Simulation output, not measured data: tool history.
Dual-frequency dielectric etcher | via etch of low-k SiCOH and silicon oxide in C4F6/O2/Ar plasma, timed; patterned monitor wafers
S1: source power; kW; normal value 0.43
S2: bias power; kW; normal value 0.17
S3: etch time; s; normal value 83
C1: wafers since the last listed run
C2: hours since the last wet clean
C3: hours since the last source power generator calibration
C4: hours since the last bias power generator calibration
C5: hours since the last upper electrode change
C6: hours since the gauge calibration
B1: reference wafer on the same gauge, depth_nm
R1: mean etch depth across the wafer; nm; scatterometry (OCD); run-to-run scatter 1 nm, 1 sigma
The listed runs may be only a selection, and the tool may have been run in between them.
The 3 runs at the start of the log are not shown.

run	hour	S1	S2	S3	C1	C2	C3	C4	C5	C6	B1	R1
# hour 169.9: upper electrode replaced
4	170.4	0.43	0.17	83	625	326.2	3151.6	4003.1	0.5	1369.6	234.8	241.4
5	200.6	0.43	0.17	83	356	356.4	3181.8	4033.3	30.7	1399.8	234.7	241.9
6	242.8	0.43	0.144	83	498	398.6	3224	4075.5	72.9	1442	235	235.2
# hour 273.9: source power generator calibrated
# hour 297.9: wet clean of the chamber
7	308.5	0.43	0.17	83	445	10.6	34.6	4141.2	138.6	1507.7	234.8	232.9
8	338.3	0.43	0.17	83	351	40.4	64.4	4171	168.4	1537.5	235.1	235.6
9	399	0.43	0.17	83	716	101.1	125.1	4231.7	229.1	1598.2	235.4	236.9
# hour 438.9: bias power generator calibrated
10	439.4	0.43	0.148	83	429	141.5	165.5	0.5	269.5	1638.6	235	231
11	487.5	0.43	0.17	83	568	189.6	213.6	48.6	317.6	1686.7	234.7	238.9
12	529.9	0.43	0.17	83	500	232	256	91	360	1729.1	234.9	240.2
13	592.9	0.43	0.17	90.5	743	295	319	154	423	1792.1	234.5	265.4
14	622.8	0.43	0.155	58	353	324.9	348.9	183.9	452.9	1822	234.9	165.8
15	656.6	0.38	0.187	101.5	399	358.7	382.7	217.7	486.7	1855.8	235.1	293.5
16	689.9	0.52	0.17	83	393	392	416	251	520	1889.1	235	261.5
17	732.9	0.53	0.183	59.5	507	435	459	294	563	1932.1	235	193.2
18	793.7	0.43	0.17	83	717	495.8	519.8	354.8	623.8	1992.9	235.2	247.9
19	837	0.4	0.17	62	511	539.1	563.1	398.1	667.1	2036.2	235.2	179.7
20	863	0.33	0.155	83	307	565.1	589.1	424.1	693.1	2062.2	235.2	221.8
# hour 869.4: gauge calibrated
# hour 903.5: wet clean of the chamber
21	904	0.34	0.149	107	200	0.5	630.1	465.1	734.1	34.6	234.8	270.6
22	957.1	0.43	0.17	83	627	53.6	683.2	518.2	787.2	87.7	234.7	235.4
23	983.9	0.43	0.17	83	316	80.4	710	545	814	114.5	235.1	234.8
24	1031.8	0.43	0.141	106	565	128.3	757.9	592.9	861.9	162.4	235.1	289.4
25	1065.3	0.43	0.17	83	395	161.8	791.4	626.4	895.4	195.9	234.7	238.3

Run 26, settings as shown, results not yet in. Your forecast:
26	1227.7	0.43	0.198	99.5	1917	324.2	953.8	788.8	1057.8	358.3	?	?

{"run 26": {"B1": 234.9, "R1": 299.5}}
Take away the tool's hidden state, keep the run-to-run variation as it was, and the same run would have given R1 291 nm.
